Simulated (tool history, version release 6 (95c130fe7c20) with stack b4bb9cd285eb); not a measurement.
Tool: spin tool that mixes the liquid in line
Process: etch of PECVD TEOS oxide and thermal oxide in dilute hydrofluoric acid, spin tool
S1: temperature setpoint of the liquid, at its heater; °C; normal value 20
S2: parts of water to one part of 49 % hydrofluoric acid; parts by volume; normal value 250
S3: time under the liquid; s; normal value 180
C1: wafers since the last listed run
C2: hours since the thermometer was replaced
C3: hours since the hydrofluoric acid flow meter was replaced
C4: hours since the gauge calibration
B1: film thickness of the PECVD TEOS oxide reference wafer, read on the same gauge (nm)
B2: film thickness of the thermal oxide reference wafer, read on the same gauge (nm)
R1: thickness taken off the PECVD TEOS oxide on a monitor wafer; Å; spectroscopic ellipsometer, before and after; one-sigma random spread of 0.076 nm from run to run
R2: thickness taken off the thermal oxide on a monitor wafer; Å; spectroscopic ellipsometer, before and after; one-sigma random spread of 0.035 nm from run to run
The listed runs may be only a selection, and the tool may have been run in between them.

run	hour	S1	S2	S3	C1	C2	C3	C4	B1	B2	R1	R2
1	0	20	295	180	0	1941	29.2	80.2	100	119.983	82.3	26.01
2	35.3	20	250	180	202	1976.3	64.5	115.5	100	119.993	100.7	31.44
3	90.4	17	345	245	316	2031.4	119.6	170.6	100	120	82.2	25.42
4	285	20	250	180	1116	2226	314.2	365.2	99.98	119.98	101.7	31.49
5	315	20	175	180	172	2256	344.2	395.2	99.98	119.992	157.6	49.31
6	369.1	20	250	180	310	2310.1	398.3	449.3	99.99	120.013	104.1	32.15
# hour 403.7: thermometer replaced
7	427.4	20	250	180	328	23.7	456.6	507.6	100	120.009	98.5	30.5
8	498.1	17	200	180	405	94.4	527.3	578.3	100.01	119.99	114.4	34.56
9	548.7	23	250	270	290	145	577.9	628.9	100.02	120.018	163.6	51.04
10	576.7	17	325	180	160	173	605.9	656.9	100	120.02	62.5	19.97
11	641	22.5	205	260	368	237.3	670.2	721.2	100	119.999	200.7	60.58
12	674.6	20	250	180	192	270.9	703.8	754.8	99.99	120.009	97.2	30.5
13	724.7	17	185	80	287	321	753.9	804.9	100	119.996	55.1	17.2
14	759.1	20	250	180	197	355.4	788.3	839.3	100	119.978	100.4	30.7
15	831	20	250	235	412	427.3	860.2	911.2	100.01	119.968	129.5	39.82
16	879	24	305	235	275	475.3	908.2	959.2	99.98	119.987	115.6	36.33
17	942.7	17	195	210	365	539	971.9	1022.9	100	120.001	139.1	42.93
18	970.1	20	250	180	157	566.4	999.3	1050.3	100.02	119.982	100.5	31.09
19	1016	24	195	275	263	612.3	1045.2	1096.2	99.99	120.016	242.5	76.02
20	1057.2	20	250	180	236	653.5	1086.4	1137.4	99.97	119.988	100.8	31.14
21	1087.4	20	325	180	173	683.7	1116.6	1167.6	99.99	120.002	72.6	22.55
22	1156.6	20	195	290	397	752.9	1185.8	1236.8	100.03	120.009	222.4	68.89
23	1255.2	20	185	180	565	851.5	1284.4	1335.4	99.99	119.978	147.7	45.77
24	1288.2	18	160	220	189	884.5	1317.4	1368.4	100	119.996	196.8	62.28
25	1314.9	20	250	180	153	911.2	1344.1	1395.1	99.99	120.015	101.5	32.34
26	1377.8	20	250	180	360	974.1	1407	1458	100	120.005	102.2	31.04

Results per run with the tool's hidden condition removed, run-to-run variation unchanged:
Hidden state at play: liquid hotter than its thermometer reads (K); hydrofluoric acid flow above the setpoint (%); gauge reads high (%).
run	R1	R2
1	76.1	24.06
2	92.8	28.98
3	75.5	23.35
4	92.2	28.55
5	142.4	44.53
6	93.8	28.99
7	95.1	29.43
8	110	33.23
9	156.6	48.84
10	59.7	19.06
11	191.1	57.69
12	92.2	28.96
13	52.2	16.3
14	94.8	28.98
15	121.7	37.41
16	108.1	33.99
17	129.9	40.07
18	93.6	28.94
19	225.3	70.64
20	93.3	28.83
21	67	20.8
22	204.7	63.42
23	135.1	41.87
24	179.7	56.87
25	92.3	29.43
26	92.6	28.13
